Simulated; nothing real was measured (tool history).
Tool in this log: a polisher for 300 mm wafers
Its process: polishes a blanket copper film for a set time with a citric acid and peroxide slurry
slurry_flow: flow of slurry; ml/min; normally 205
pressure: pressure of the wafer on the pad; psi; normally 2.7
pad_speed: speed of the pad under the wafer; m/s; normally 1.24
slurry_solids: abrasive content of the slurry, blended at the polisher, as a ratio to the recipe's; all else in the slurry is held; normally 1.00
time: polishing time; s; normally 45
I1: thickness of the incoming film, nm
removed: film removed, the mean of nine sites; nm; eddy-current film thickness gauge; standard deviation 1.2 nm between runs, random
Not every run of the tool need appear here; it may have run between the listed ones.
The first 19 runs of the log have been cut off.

run 20 hour=224.0 | slurry_flow=205 pressure=3.5 pad_speed=1.24 slurry_solids=1.00 time=45 | I1=1230.6 | removed=138.6
run 21 hour=249.2 | slurry_flow=205 pressure=3.3 pad_speed=1.24 slurry_solids=0.75 time=45 | I1=1242.9 | removed=123.6
run 22 hour=258.5 | slurry_flow=205 pressure=2.7 pad_speed=1.24 slurry_solids=1.00 time=45 | I1=1247.3 | removed=110.0
-- hour=270.5 worn pad replaced by a new one
run 23 hour=271.0 | slurry_flow=205 pressure=1.9 pad_speed=1.24 slurry_solids=1.00 time=49 | I1=1240.9 | removed=94.9
-- hour=284.9 slurry blender recalibrated
run 24 hour=285.4 | slurry_flow=205 pressure=3.4 pad_speed=1.24 slurry_solids=1.10 time=58 | I1=1238.9 | removed=185.4
run 25 hour=297.1 | slurry_flow=205 pressure=2.7 pad_speed=1.24 slurry_solids=1.25 time=45 | I1=1229.6 | removed=121.3
run 26 hour=332.7 | slurry_flow=205 pressure=2.7 pad_speed=1.24 slurry_solids=1.00 time=45 | I1=1240.6 | removed=113.0
run 27 hour=346.8 | slurry_flow=245 pressure=2.7 pad_speed=1.62 slurry_solids=1.20 time=35 | I1=1237.5 | removed=120.8
run 28 hour=356.9 | slurry_flow=205 pressure=2.7 pad_speed=1.24 slurry_solids=1.00 time=45 | I1=1262.5 | removed=112.8
run 29 hour=370.5 | slurry_flow=205 pressure=2.4 pad_speed=1.24 slurry_solids=1.00 time=36 | I1=1242.4 | removed=83.0
-- hour=407.7 worn pad replaced by a new one
run 30 hour=419.7 | slurry_flow=245 pressure=2.0 pad_speed=1.24 slurry_solids=1.00 time=45 | I1=1240.4 | removed=93.3

Here are 4 independent what-if runs from the current tool condition. What would each one return?
run A hour=420.1 | slurry_flow=175 pressure=2.7 pad_speed=1.24 slurry_solids=1.00 time=45 | I1=1249.6 | removed=?
run B hour=420.1 | slurry_flow=205 pressure=2.9 pad_speed=1.24 slurry_solids=1.00 time=45 | I1=1249.6 | removed=?
run C hour=420.1 | slurry_flow=205 pressure=2.1 pad_speed=1.24 slurry_solids=0.80 time=52 | I1=1249.6 | removed=?
run D hour=420.1 | slurry_flow=205 pressure=2.1 pad_speed=1.24 slurry_solids=1.00 time=45 | I1=1249.6 | removed=?

run=A removed=117.6
run=B removed=127.3
run=C removed=106.3
run=D removed=97.1
Without the tool's hidden state the same runs would have given:
run=A removed=108.7
run=B removed=117.6
run=C removed=98.2
run=D removed=89.7

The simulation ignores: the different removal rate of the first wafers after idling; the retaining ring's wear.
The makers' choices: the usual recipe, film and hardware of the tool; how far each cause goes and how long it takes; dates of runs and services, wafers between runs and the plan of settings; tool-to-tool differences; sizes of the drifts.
